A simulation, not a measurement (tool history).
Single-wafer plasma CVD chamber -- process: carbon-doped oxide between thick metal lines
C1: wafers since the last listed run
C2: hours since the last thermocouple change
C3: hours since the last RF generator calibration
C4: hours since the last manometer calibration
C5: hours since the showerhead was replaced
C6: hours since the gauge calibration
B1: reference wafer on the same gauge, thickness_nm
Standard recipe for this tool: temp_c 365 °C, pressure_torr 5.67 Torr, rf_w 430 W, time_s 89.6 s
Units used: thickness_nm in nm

Run 1, hour 0: usual settings; C1 0; C2 591.2; C3 1843.5; C4 1254.1; C5 3821.5; C6 329.1; B1 316.851. Result: thickness_nm 368.371 nm.
Run 2, hour 17.4: usual settings; C1 153; C2 608.6; C3 1860.9; C4 1271.5; C5 3838.9; C6 346.5; B1 316.977. Result: thickness_nm 367.783 nm.
Run 3, hour 49.4: usual settings but temp_c 356 °C; C1 282; C2 640.6; C3 1892.9; C4 1303.5; C5 3870.9; C6 378.5; B1 317.07. Result: thickness_nm 373.098 nm.
Run 4, hour 72.8: usual settings but temp_c 356 °C; C1 206; C2 664; C3 1916.3; C4 1326.9; C5 3894.3; C6 401.9; B1 316.94. Result: thickness_nm 374.596 nm.
Run 5, hour 96.8: usual settings but temp_c 356 °C; C1 211; C2 688; C3 1940.3; C4 1350.9; C5 3918.3; C6 425.9; B1 316.914. Result: thickness_nm 373.998 nm.
Run 6, hour 137.6: usual settings but pressure_torr 6.24 Torr; C1 359; C2 728.8; C3 1981.1; C4 1391.7; C5 3959.1; C6 466.7; B1 317.12. Result: thickness_nm 368.963 nm.
Run 7, hour 161.1: usual settings but temp_c 358 °C, pressure_torr 6.75 Torr; C1 207; C2 752.3; C3 2004.6; C4 1415.2; C5 3982.6; C6 490.2; B1 316.984. Result: thickness_nm 375.767 nm.
Run 8, hour 187.5: usual settings but temp_c 358 °C, pressure_torr 6.75 Torr; C1 232; C2 778.7; C3 2031; C4 1441.6; C5 4009; C6 516.6; B1 317.143. Result: thickness_nm 376.574 nm.
Run 9, hour 208.5: usual settings; C1 185; C2 799.7; C3 2052; C4 1462.6; C5 4030; C6 537.6; B1 317.068. Result: thickness_nm 365.275 nm.
At hour 216.6: gauge calibrated.
Run 10, hour 238.9: usual settings but temp_c 375 °C; C1 268; C2 830.1; C3 2082.4; C4 1493; C5 4060.4; C6 22.3; B1 317.037. Result: thickness_nm 356.855 nm.
Run 11, hour 251.8: usual settings but time_s 85.2 s; C1 113; C2 843; C3 2095.3; C4 1505.9; C5 4073.3; C6 35.2; B1 316.995. Result: thickness_nm 344.994 nm.
At hour 263.1: RF generator calibrated.
Run 12, hour 278.7: usual settings but time_s 85.2 s; C1 166; C2 869.9; C3 15.6; C4 1532.8; C5 4100.2; C6 62.1; B1 316.958. Result: thickness_nm 366.222 nm.
Run 13, hour 299: usual settings but temp_c 373 °C, rf_w 380 W; C1 179; C2 890.2; C3 35.9; C4 1553.1; C5 4120.5; C6 82.4; B1 317.001. Result: thickness_nm 345.163 nm.
At hour 322.9: showerhead replaced.
Run 14, hour 323.4: usual settings but temp_c 377 °C; C1 144; C2 914.6; C3 60.3; C4 1577.5; C5 0.5; C6 106.8; B1 316.992. Result: thickness_nm 377.308 nm.
Run 15, hour 339.2: usual settings but rf_w 405 W; C1 139; C2 930.4; C3 76.1; C4 1593.3; C5 16.3; C6 122.6; B1 317.1. Result: thickness_nm 366.732 nm.
Run 16, hour 369.4: usual settings but pressure_torr 6.24 Torr, time_s 107.4 s; C1 266; C2 960.6; C3 106.3; C4 1623.5; C5 46.5; C6 152.8; B1 317.08. Result: thickness_nm 464.703 nm.
Run 17, hour 384.2: usual settings but rf_w 375 W; C1 130; C2 975.4; C3 121.1; C4 1638.3; C5 61.3; C6 167.6; B1 316.965. Result: thickness_nm 346.41 nm.
Run 18, hour 396.3: usual settings but pressure_torr 5.18 Torr, rf_w 350 W, time_s 94.9 s; C1 106; C2 987.5; C3 133.2; C4 1650.4; C5 73.4; C6 179.7; B1 317.025. Result: thickness_nm 344.545 nm.
At hour 413.5: thermocouple changed; heater temperature recalibrated.
At hour 415.8: capacitance manometer re-zeroed and calibrated.
Run 19, hour 423.6: usual settings; C1 149; C2 10.1; C3 160.5; C4 7.8; C5 100.7; C6 207; B1 316.854. Result: thickness_nm 384.469 nm.
Run 20, hour 455.1: usual settings but rf_w 480 W, time_s 99.8 s; C1 277; C2 41.6; C3 192; C4 39.3; C5 132.2; C6 238.5; B1 317.122. Result: thickness_nm 463.548 nm.
Run 21, hour 471.9: usual settings; C1 148; C2 58.4; C3 208.8; C4 56.1; C5 149; C6 255.3; B1 317.139. Result: thickness_nm 384.852 nm.
Run 22, hour 498.9: usual settings but time_s 74.2 s; C1 238; C2 85.4; C3 235.8; C4 83.1; C5 176; C6 282.3; B1 317.021. Result: thickness_nm 319.572 nm.
Run 23, hour 526: usual settings but rf_w 405 W; C1 239; C2 112.5; C3 262.9; C4 110.2; C5 203.1; C6 309.4; B1 317.025. Result: thickness_nm 367.91 nm.
Run 24, hour 544.8: usual settings but pressure_torr 5.12 Torr, rf_w 505 W, time_s 106.7 s; C1 165; C2 131.3; C3 281.7; C4 129; C5 221.9; C6 328.2; B1 316.988. Result: thickness_nm 506.37 nm.

What if the next run were any one of these 3? Each begins from the tool's condition after run 24:
Run A, hour 545.2: usual settings but time_s 102.1 s; C1 3; C2 131.7; C3 282.1; C4 129.4; C5 222.3; C6 328.6; B1 ?. Result: thickness_nm ?.
Run B, hour 545.2: usual settings but pressure_torr 4.85 Torr, rf_w 490 W, time_s 106.4 s; C1 3; C2 131.7; C3 282.1; C4 129.4; C5 222.3; C6 328.6; B1 ?. Result: thickness_nm ?.
Run C, hour 545.2: usual settings but temp_c 373 °C; C1 3; C2 131.7; C3 282.1; C4 129.4; C5 222.3; C6 328.6; B1 ?. Result: thickness_nm ?.

run       B1  thickness_nm
  A  316.959       438.469
  B  316.959       491.601
  C  316.959       379.097
Without the tool's unlogged condition, the same runs would have read:
run  thickness_nm
  A       440.071
  B       493.148
  C       380.482

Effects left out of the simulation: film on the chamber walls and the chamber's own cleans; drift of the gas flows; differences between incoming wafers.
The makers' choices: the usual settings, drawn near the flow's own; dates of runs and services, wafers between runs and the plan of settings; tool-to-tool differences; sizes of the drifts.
